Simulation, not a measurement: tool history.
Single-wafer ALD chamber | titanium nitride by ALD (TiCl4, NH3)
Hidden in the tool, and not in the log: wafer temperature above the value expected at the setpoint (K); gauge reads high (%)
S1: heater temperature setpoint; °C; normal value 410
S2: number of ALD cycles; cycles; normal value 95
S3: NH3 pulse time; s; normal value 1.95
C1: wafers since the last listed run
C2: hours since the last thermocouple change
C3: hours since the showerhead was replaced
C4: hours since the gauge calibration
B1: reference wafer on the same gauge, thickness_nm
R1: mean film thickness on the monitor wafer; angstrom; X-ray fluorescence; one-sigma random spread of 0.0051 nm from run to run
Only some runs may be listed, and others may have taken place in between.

Run 1, hour 0.0: usual settings; C1 0; C2 645.7; C3 2380.9; C4 1455.7; B1 1.996. Result: R1 20.81 angstrom.
Run 2, hour 51.2: usual settings; C1 95; C2 696.9; C3 2432.1; C4 1506.9; B1 1.995. Result: R1 20.74 angstrom.
Run 3, hour 113.8: usual settings; C1 116; C2 759.5; C3 2494.7; C4 1569.5; B1 1.995. Result: R1 20.80 angstrom.
Run 4, hour 151.6: usual settings; C1 70; C2 797.3; C3 2532.5; C4 1607.3; B1 2.000. Result: R1 20.78 angstrom.
Run 5, hour 200.6: usual settings; C1 91; C2 846.3; C3 2581.5; C4 1656.3; B1 1.996. Result: R1 20.76 angstrom.
Run 6, hour 268.5: usual settings; C1 126; C2 914.2; C3 2649.4; C4 1724.2; B1 1.998. Result: R1 20.72 angstrom.
Run 7, hour 309.9: usual settings; C1 77; C2 955.6; C3 2690.8; C4 1765.6; B1 1.998. Result: R1 20.75 angstrom.
Run 8, hour 334.1: usual settings; C1 45; C2 979.8; C3 2715.0; C4 1789.8; B1 1.995. Result: R1 20.66 angstrom.
Run 9, hour 392.1: usual settings but S1 403 °C, S2 103 cycles; C1 108; C2 1037.8; C3 2773.0; C4 1847.8; B1 1.998. Result: R1 22.54 angstrom.
Run 10, hour 450.3: usual settings but S1 403 °C, S2 103 cycles; C1 108; C2 1096.0; C3 2831.2; C4 1906.0; B1 1.999. Result: R1 22.40 angstrom.
Run 11, hour 505.8: usual settings but S1 403 °C, S2 103 cycles; C1 103; C2 1151.5; C3 2886.7; C4 1961.5; B1 1.998. Result: R1 22.56 angstrom.
Run 12, hour 577.4: usual settings; C1 133; C2 1223.1; C3 2958.3; C4 2033.1; B1 2.002. Result: R1 20.82 angstrom.
Run 13, hour 640.6: usual settings; C1 117; C2 1286.3; C3 3021.5; C4 2096.3; B1 1.998. Result: R1 20.82 angstrom.
Run 14, hour 680.1: usual settings; C1 73; C2 1325.8; C3 3061.0; C4 2135.8; B1 2.000. Result: R1 20.80 angstrom.
Run 15, hour 733.2: usual settings; C1 98; C2 1378.9; C3 3114.1; C4 2188.9; B1 2.001. Result: R1 20.80 angstrom.
At hour 740.9: gauge calibrated.
At hour 772.9: showerhead replaced.
Run 16, hour 790.3: usual settings; C1 91; C2 1436.0; C3 17.4; C4 49.4; B1 1.963. Result: R1 20.44 angstrom.
Run 17, hour 822.2: usual settings; C1 59; C2 1467.9; C3 49.3; C4 81.3; B1 1.962. Result: R1 20.50 angstrom.
At hour 888.4: thermocouple changed; heater temperature recalibrated.
Run 18, hour 888.9: usual settings; C1 109; C2 0.5; C3 116.0; C4 148.0; B1 1.965. Result: R1 20.53 angstrom.
Run 19, hour 909.8: usual settings but S3 1.22 s; C1 38; C2 21.4; C3 136.9; C4 168.9; B1 1.964. Result: R1 19.69 angstrom.
Run 20, hour 934.4: usual settings but S1 396 °C, S2 78 cycles, S3 2.44 s; C1 45; C2 46.0; C3 161.5; C4 193.5; B1 1.966. Result: R1 16.92 angstrom.
Run 21, hour 1104.9: usual settings but S3 1.38 s; C1 317; C2 216.5; C3 332.0; C4 364.0; B1 1.974. Result: R1 20.14 angstrom.
Run 22, hour 1139.5: usual settings but S1 403 °C, S2 113 cycles; C1 64; C2 251.1; C3 366.6; C4 398.6; B1 1.973. Result: R1 24.39 angstrom.
Run 23, hour 1177.8: usual settings; C1 71; C2 289.4; C3 404.9; C4 436.9; B1 1.980. Result: R1 20.63 angstrom.
Run 24, hour 1209.2: usual settings but S1 401 °C, S2 106 cycles, S3 2.29 s; C1 58; C2 320.8; C3 436.3; C4 468.3; B1 1.978. Result: R1 23.14 angstrom.
Run 25, hour 1247.4: usual settings but S1 419 °C, S2 85 cycles, S3 1.29 s; C1 71; C2 359.0; C3 474.5; C4 506.5; B1 1.978. Result: R1 17.98 angstrom.
Run 26, hour 1306.9: usual settings; C1 110; C2 418.5; C3 534.0; C4 566.0; B1 1.978. Result: R1 20.69 angstrom.
Run 27, hour 1339.8: usual settings but S1 424 °C, S2 90 cycles, S3 1.69 s; C1 61; C2 451.4; C3 566.9; C4 598.9; B1 1.980. Result: R1 19.48 angstrom.
Run 28, hour 1384.1: usual settings but S1 401 °C; C1 82; C2 495.7; C3 611.2; C4 643.2; B1 1.982. Result: R1 20.53 angstrom.
Run 29, hour 1450.6: usual settings but S2 82 cycles; C1 123; C2 562.2; C3 677.7; C4 709.7; B1 1.982. Result: R1 17.85 angstrom.
Run 30, hour 1493.5: usual settings but S1 403 °C, S2 79 cycles, S3 1.61 s; C1 79; C2 605.1; C3 720.6; C4 752.6; B1 1.983. Result: R1 16.89 angstrom.
Run 31, hour 1545.3: usual settings but S1 405 °C, S2 78 cycles, S3 2.30 s; C1 96; C2 656.9; C3 772.4; C4 804.4; B1 1.986. Result: R1 17.02 angstrom.
Run 32, hour 1600.9: usual settings but S1 415 °C, S2 100 cycles; C1 103; C2 712.5; C3 828.0; C4 860.0; B1 1.986. Result: R1 21.74 angstrom.
Run 33, hour 1655.5: usual settings but S2 87 cycles, S3 2.65 s; C1 101; C2 767.1; C3 882.6; C4 914.6; B1 1.985. Result: R1 19.24 angstrom.
Run 34, hour 1726.3: usual settings but S1 419 °C, S2 85 cycles, S3 1.29 s; C1 131; C2 837.9; C3 953.4; C4 985.4; B1 1.990. Result: R1 18.16 angstrom.
Run 35, hour 1797.0: usual settings but S1 420 °C, S3 1.18 s; C1 131; C2 908.6; C3 1024.1; C4 1056.1; B1 1.987. Result: R1 20.14 angstrom.
Run 36, hour 1860.4: usual settings but S3 1.38 s; C1 118; C2 972.0; C3 1087.5; C4 1119.5; B1 1.989. Result: R1 20.19 angstrom.
Run 37, hour 1911.3: usual settings but S3 1.17 s; C1 94; C2 1022.9; C3 1138.4; C4 1170.4; B1 1.992. Result: R1 19.89 angstrom.
Run 38, hour 1935.3: usual settings but S1 403 °C, S2 103 cycles; C1 44; C2 1046.9; C3 1162.4; C4 1194.4; B1 1.993. Result: R1 22.41 angstrom.
Run 39, hour 1960.5: usual settings but S3 1.38 s; C1 46; C2 1072.1; C3 1187.6; C4 1219.6; B1 1.988. Result: R1 20.23 angstrom.

Each row is a separate what-if for the run after 39, all from the same tool condition, not one after another. Results?
Run A, hour 1961.1: usual settings but S3 1.23 s; C1 1; C2 1072.7; C3 1188.2; C4 1220.2; B1 ?. Result: R1 ?.
Run B, hour 1961.1: usual settings but S2 110 cycles, S3 2.59 s; C1 1; C2 1072.7; C3 1188.2; C4 1220.2; B1 ?. Result: R1 ?.
Run C, hour 1961.1: usual settings but S1 416 °C, S2 113 cycles, S3 2.28 s; C1 1; C2 1072.7; C3 1188.2; C4 1220.2; B1 ?. Result: R1 ?.
Run D, hour 1961.1: usual settings but S1 399 °C, S2 111 cycles, S3 2.39 s; C1 1; C2 1072.7; C3 1188.2; C4 1220.2; B1 ?. Result: R1 ?.
Run E, hour 1961.1: usual settings but S1 398 °C; C1 1; C2 1072.7; C3 1188.2; C4 1220.2; B1 ?. Result: R1 ?.

run     B1     R1
  A  1.991  20.06
  B  1.991  24.32
  C  1.991  24.90
  D  1.991  24.42
  E  1.991  20.66
What these runs would have given with no unlogged condition in the tool:
run     R1
  A  19.75
  B  23.94
  C  24.51
  D  24.04
  E  20.34
